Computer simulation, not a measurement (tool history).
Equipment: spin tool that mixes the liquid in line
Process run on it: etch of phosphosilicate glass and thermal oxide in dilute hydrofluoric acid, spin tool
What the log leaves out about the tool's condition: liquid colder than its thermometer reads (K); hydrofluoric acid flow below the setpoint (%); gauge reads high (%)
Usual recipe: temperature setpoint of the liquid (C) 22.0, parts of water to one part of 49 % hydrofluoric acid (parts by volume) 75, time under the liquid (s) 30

run   hour  temperature setpoint of the liquid (C)  parts of water to one part of 49 % hydrofluoric acid (parts by volume)  time under the liquid (s)  wafers since the last listed run  hours since the thermometer was replaced  hours since the hydrofluoric acid flow meter was replaced  hours since the gauge calibration  read-back film thickness of the phosphosilicate glass reference wafer, read on the same gauge (nm)  read-back film thickness of the thermal oxide reference wafer, read on the same gauge (nm)  thickness taken off the phosphosilicate glass on a monitor wafer (nm)  thickness taken off the thermal oxide on a monitor wafer (nm)
  1    0.0                                    22.0                                                                      75                         30                                 0                                     769.5                                                     1998.3                              115.4                                                                                              150.00                                                                                     129.984                                                                  20.82                                                          1.478
  2   12.1                                    22.0                                                                      75                         30                               208                                     781.6                                                     2010.4                              127.5                                                                                              150.01                                                                                     129.987                                                                  20.48                                                          1.458
  3   19.6                                    22.0                                                                      75                         30                               129                                     789.1                                                     2017.9                              135.0                                                                                              150.02                                                                                     130.005                                                                  20.63                                                          1.491
  4   30.7                                    25.5                                                                      75                         30                               190                                     800.2                                                     2029.0                              146.1                                                                                              149.99                                                                                     130.022                                                                  23.85                                                          1.732
  5   58.7                                    25.5                                                                      75                         30                               481                                     828.2                                                     2057.0                              174.1                                                                                              149.98                                                                                     129.980                                                                  23.98                                                          1.681
      70.2  -- thermometer replaced
  6   70.7                                    20.0                                                                      75                         30                               189                                       0.5                                                     2069.0                              186.1                                                                                              150.00                                                                                     130.012                                                                  20.94                                                          1.512
  7   83.6                                    20.0                                                                      75                         30                               221                                      13.4                                                     2081.9                              199.0                                                                                              150.04                                                                                     130.025                                                                  20.74                                                          1.506
  8   92.2                                    20.0                                                                      75                         30                               147                                      22.0                                                     2090.5                              207.6                                                                                              149.99                                                                                     129.982                                                                  20.84                                                          1.465
     103.2  -- hydrofluoric acid flow meter replaced
  9  108.5                                    22.0                                                                      75                         30                               263                                      38.3                                                        5.3                              223.9                                                                                              150.01                                                                                     130.019                                                                  22.51                                                          1.616
 10  118.9                                    22.0                                                                      75                         15                               178                                      48.7                                                       15.7                              234.3                                                                                              149.97                                                                                     130.006                                                                  11.32                                                          0.806
     130.0  -- gauge calibrated
 11  134.9                                    22.0                                                                      75                         30                               275                                      64.7                                                       31.7                                4.9                                                                                              150.02                                                                                     129.959                                                                  22.49                                                          1.633
 12  149.3                                    27.0                                                                      75                         15                               247                                      79.1                                                       46.1                               19.3                                                                                              150.00                                                                                     130.010                                                                  13.63                                                          0.993
 13  163.0                                    23.5                                                                     110                         40                               235                                      92.8                                                       59.8                               33.0                                                                                              149.98                                                                                     129.984                                                                  20.96                                                          1.496
 14  169.7                                    22.0                                                                      75                         30                               115                                      99.5                                                       66.5                               39.7                                                                                              149.98                                                                                     129.987                                                                  22.44                                                          1.609
 15  176.0                                    25.0                                                                      60                         15                               108                                     105.8                                                       72.8                               46.0                                                                                              150.04                                                                                     130.009                                                                  16.03                                                          1.160
 16  182.7                                    22.0                                                                      55                         30                               115                                     112.5                                                       79.5                               52.7                                                                                              150.03                                                                                     129.994                                                                  31.23                                                          2.228
 17  196.1                                    22.0                                                                      75                         50                               230                                     125.9                                                       92.9                               66.1                                                                                              150.00                                                                                     129.999                                                                  37.46                                                          2.644
 18  210.6                                    18.0                                                                      75                         30                               249                                     140.4                                                      107.4                               80.6                                                                                              150.01                                                                                     130.001                                                                  18.80                                                          1.362
 19  217.3                                    22.0                                                                      75                         30                               115                                     147.1                                                      114.1                               87.3                                                                                              149.98                                                                                     130.036                                                                  22.38                                                          1.605

What if the next run were any one of these 4? Each begins from the tool's condition after run 19:
  A  217.7                                    22.0                                                                      75                         30                                 6                                     147.5                                                      114.5                               87.7                                                                                                   ?                                                                                           ?                                                                      ?                                                              ?
  B  217.7                                    17.0                                                                      75                         30                                 6                                     147.5                                                      114.5                               87.7                                                                                                   ?                                                                                           ?                                                                      ?                                                              ?
  C  217.7                                    22.0                                                                      75                         40                                 6                                     147.5                                                      114.5                               87.7                                                                                                   ?                                                                                           ?                                                                      ?                                                              ?
  D  217.7                                    20.0                                                                      40                         15                                 6                                     147.5                                                      114.5                               87.7                                                                                                   ?                                                                                           ?                                                                      ?                                                              ?

run  read-back film thickness of the phosphosilicate glass reference wafer, read on the same gauge (nm)  read-back film thickness of the thermal oxide reference wafer, read on the same gauge (nm)  thickness taken off the phosphosilicate glass on a monitor wafer (nm)  thickness taken off the thermal oxide on a monitor wafer (nm)
  A                                                                                              150.01                                                                                     129.989                                                                  22.10                                                          1.605
  B                                                                                              150.01                                                                                     129.989                                                                  17.90                                                          1.300
  C                                                                                              150.01                                                                                     129.989                                                                  29.47                                                          2.139
  D                                                                                              150.01                                                                                     129.989                                                                  19.86                                                          1.442
Take away the tool's hidden state, keep each run's random variation, and the runs would have read:
run  thickness taken off the phosphosilicate glass on a monitor wafer (nm)  thickness taken off the thermal oxide on a monitor wafer (nm)
  A                                                                  22.74                                                          1.651
  B                                                                  18.44                                                          1.339
  C                                                                  30.31                                                          2.201
  D                                                                  20.45                                                          1.485
